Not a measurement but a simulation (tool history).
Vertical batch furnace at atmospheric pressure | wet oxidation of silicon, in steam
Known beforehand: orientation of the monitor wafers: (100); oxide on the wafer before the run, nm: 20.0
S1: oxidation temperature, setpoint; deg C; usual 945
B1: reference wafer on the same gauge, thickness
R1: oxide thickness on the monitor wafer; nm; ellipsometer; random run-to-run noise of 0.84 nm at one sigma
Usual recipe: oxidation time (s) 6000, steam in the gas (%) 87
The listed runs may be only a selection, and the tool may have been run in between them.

run 1 hour=0.0 | S1=945 oxidation_time_(s)=6000 steam_in_the_gas_(%)=87 | B1=320.82 | R1=379.71
run 2 hour=13.6 | S1=945 oxidation_time_(s)=6000 steam_in_the_gas_(%)=87 | B1=320.69 | R1=377.64
run 3 hour=45.2 | S1=945 oxidation_time_(s)=6000 steam_in_the_gas_(%)=87 | B1=320.95 | R1=380.29
run 4 hour=68.3 | S1=945 oxidation_time_(s)=8160 steam_in_the_gas_(%)=87 | B1=321.16 | R1=473.75
run 5 hour=87.2 | S1=945 oxidation_time_(s)=8160 steam_in_the_gas_(%)=87 | B1=321.17 | R1=472.73
run 6 hour=120.3 | S1=945 oxidation_time_(s)=8160 steam_in_the_gas_(%)=87 | B1=321.14 | R1=474.09
run 7 hour=143.9 | S1=945 oxidation_time_(s)=6000 steam_in_the_gas_(%)=87 | B1=321.11 | R1=380.99
run 8 hour=167.7 | S1=945 oxidation_time_(s)=6000 steam_in_the_gas_(%)=87 | B1=320.93 | R1=381.69
run 9 hour=191.9 | S1=945 oxidation_time_(s)=6000 steam_in_the_gas_(%)=87 | B1=321.00 | R1=381.47
run 10 hour=224.0 | S1=945 oxidation_time_(s)=6000 steam_in_the_gas_(%)=87 | B1=320.89 | R1=379.27
-- hour=265.6 thermocouples replaced and temperature profile calibrated
run 11 hour=266.1 | S1=945 oxidation_time_(s)=6000 steam_in_the_gas_(%)=87 | B1=321.24 | R1=361.80
run 12 hour=279.3 | S1=924 oxidation_time_(s)=5040 steam_in_the_gas_(%)=97 | B1=321.08 | R1=286.48
run 13 hour=312.4 | S1=966 oxidation_time_(s)=3900 steam_in_the_gas_(%)=82 | B1=321.21 | R1=304.12
-- hour=346.6 gauge calibrated
-- hour=360.1 steam generator serviced
run 14 hour=360.6 | S1=920 oxidation_time_(s)=7620 steam_in_the_gas_(%)=80 | B1=320.83 | R1=327.89
run 15 hour=365.8 | S1=963 oxidation_time_(s)=3870 steam_in_the_gas_(%)=87 | B1=320.88 | R1=308.76
run 16 hour=383.5 | S1=945 oxidation_time_(s)=6000 steam_in_the_gas_(%)=87 | B1=321.12 | R1=362.22
run 17 hour=403.7 | S1=945 oxidation_time_(s)=8670 steam_in_the_gas_(%)=92 | B1=321.12 | R1=493.64
run 18 hour=435.3 | S1=945 oxidation_time_(s)=6000 steam_in_the_gas_(%)=97 | B1=320.81 | R1=394.43
run 19 hour=448.8 | S1=961 oxidation_time_(s)=3060 steam_in_the_gas_(%)=92 | B1=320.83 | R1=266.31
run 20 hour=462.6 | S1=945 oxidation_time_(s)=6000 steam_in_the_gas_(%)=87 | B1=321.13 | R1=365.07
run 21 hour=483.9 | S1=945 oxidation_time_(s)=4200 steam_in_the_gas_(%)=87 | B1=321.15 | R1=279.92

Alternative continuations, all from the tool just after run 21; predict every row:
run A hour=488.6 | S1=945 oxidation_time_(s)=6000 steam_in_the_gas_(%)=87 | B1=? | R1=?
run B hour=488.6 | S1=960 oxidation_time_(s)=6000 steam_in_the_gas_(%)=87 | B1=? | R1=?
run C hour=488.6 | S1=945 oxidation_time_(s)=3930 steam_in_the_gas_(%)=77 | B1=? | R1=?
run D hour=488.6 | S1=962 oxidation_time_(s)=5040 steam_in_the_gas_(%)=87 | B1=? | R1=?

run=A B1=321.24 R1=363.72
run=B B1=321.24 R1=412.15
run=C B1=321.24 R1=242.55
run=D B1=321.24 R1=370.31
What these runs would have given with no unlogged condition in the tool:
run=A R1=361.54
run=B R1=409.82
run=C R1=240.95
run=D R1=368.17
